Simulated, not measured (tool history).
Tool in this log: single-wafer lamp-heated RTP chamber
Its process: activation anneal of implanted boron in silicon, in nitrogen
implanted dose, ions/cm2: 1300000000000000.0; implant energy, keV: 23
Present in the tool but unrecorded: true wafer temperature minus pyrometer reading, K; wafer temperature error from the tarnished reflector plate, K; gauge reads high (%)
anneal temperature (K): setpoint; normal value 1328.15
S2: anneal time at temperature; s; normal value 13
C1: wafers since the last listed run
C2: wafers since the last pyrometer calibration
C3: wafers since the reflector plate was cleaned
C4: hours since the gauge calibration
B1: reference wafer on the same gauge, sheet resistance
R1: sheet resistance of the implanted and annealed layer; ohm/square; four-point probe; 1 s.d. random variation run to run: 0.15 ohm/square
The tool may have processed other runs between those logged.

Run 1, hour 0: usual settings; C1 0; C2 1494; C3 6619; C4 111.3; B1 109.77. Result: R1 99.91 ohm/square.
Run 2, hour 10: usual settings but anneal temperature (K) 1340.15; C1 89; C2 1583; C3 6708; C4 121.3; B1 109.65. Result: R1 99.38 ohm/square.
Run 3, hour 19.4: usual settings but anneal temperature (K) 1312.15; C1 83; C2 1667; C3 6792; C4 130.7; B1 109.62. Result: R1 101.09 ohm/square.
Run 4, hour 30.6: usual settings but anneal temperature (K) 1338.15; C1 99; C2 1767; C3 6891; C4 141.9; B1 109.49. Result: R1 99.66 ohm/square.
Run 5, hour 39.8: usual settings but anneal temperature (K) 1338.15; C1 81; C2 1849; C3 6973; C4 151.1; B1 109.57. Result: R1 99.44 ohm/square.
Run 6, hour 57: usual settings but anneal temperature (K) 1338.15; C1 153; C2 2002; C3 7126; C4 168.3; B1 109.31. Result: R1 99.13 ohm/square.
Run 7, hour 74.5: usual settings; C1 155; C2 2158; C3 7282; C4 185.8; B1 109.17. Result: R1 99.72 ohm/square.
At hour 85.7: pyrometer window cleaned and pyrometer calibrated.
Run 8, hour 88.6: usual settings; C1 54; C2 25; C3 7336; C4 199.9; B1 108.95. Result: R1 99.34 ohm/square.
Run 9, hour 95: usual settings; C1 56; C2 82; C3 7393; C4 206.3; B1 109.03. Result: R1 99.4 ohm/square.
At hour 99.2: gauge calibrated.
At hour 103.9: reflector plate cleaned.
Run 10, hour 112.4: usual settings but anneal temperature (K) 1322.15; C1 83; C2 166; C3 75; C4 13.2; B1 110.06. Result: R1 100.47 ohm/square.
Run 11, hour 128.4: usual settings but anneal temperature (K) 1349.15, S2 15 s; C1 142; C2 308; C3 218; C4 29.2; B1 110.09. Result: R1 99.23 ohm/square.
Run 12, hour 141.7: usual settings but anneal temperature (K) 1314.15, S2 11 s; C1 118; C2 427; C3 336; C4 42.5; B1 110.04. Result: R1 101.53 ohm/square.
Run 13, hour 148: usual settings but S2 7 s; C1 56; C2 483; C3 392; C4 48.8; B1 109.97. Result: R1 100.94 ohm/square.
Run 14, hour 161: usual settings but anneal temperature (K) 1301.15, S2 6 s; C1 115; C2 599; C3 508; C4 61.8; B1 110.04. Result: R1 103.58 ohm/square.
Run 15, hour 178.4: usual settings but S2 18 s; C1 154; C2 754; C3 663; C4 79.2; B1 110.01. Result: R1 100.02 ohm/square.
Run 16, hour 186.9: usual settings; C1 75; C2 829; C3 739; C4 87.7; B1 109.85. Result: R1 100.22 ohm/square.
Run 17, hour 196.4: usual settings; C1 84; C2 914; C3 823; C4 97.2; B1 109.79. Result: R1 100.08 ohm/square.
Run 18, hour 202.7: usual settings but anneal temperature (K) 1302.15, S2 16 s; C1 56; C2 970; C3 879; C4 103.5; B1 109.85. Result: R1 102.17 ohm/square.
Run 19, hour 209.2: usual settings; C1 57; C2 1028; C3 937; C4 110; B1 109.78. Result: R1 99.78 ohm/square.
Run 20, hour 216: usual settings but anneal temperature (K) 1316.15, S2 7 s; C1 60; C2 1088; C3 998; C4 116.8; B1 109.77. Result: R1 101.51 ohm/square.

Alternative continuations, all from the tool just after run 20; predict every row:
Run A, hour 216.4: usual settings but anneal temperature (K) 1356.15; C1 3; C2 1092; C3 1001; C4 117.2; B1 ?. Result: R1 ?.
Run B, hour 216.4: usual settings but anneal temperature (K) 1337.15, S2 18 s; C1 3; C2 1092; C3 1001; C4 117.2; B1 ?. Result: R1 ?.
Run C, hour 216.4: usual settings but anneal temperature (K) 1344.15, S2 9 s; C1 3; C2 1092; C3 1001; C4 117.2; B1 ?. Result: R1 ?.

run      B1      R1
  A  109.75   99.56
  B  109.75   99.67
  C  109.75  100.28
Take away the tool's hidden state, keep each run's random variation, and the runs would have read:
run      R1
  A   99.77
  B   99.88
  C  100.49
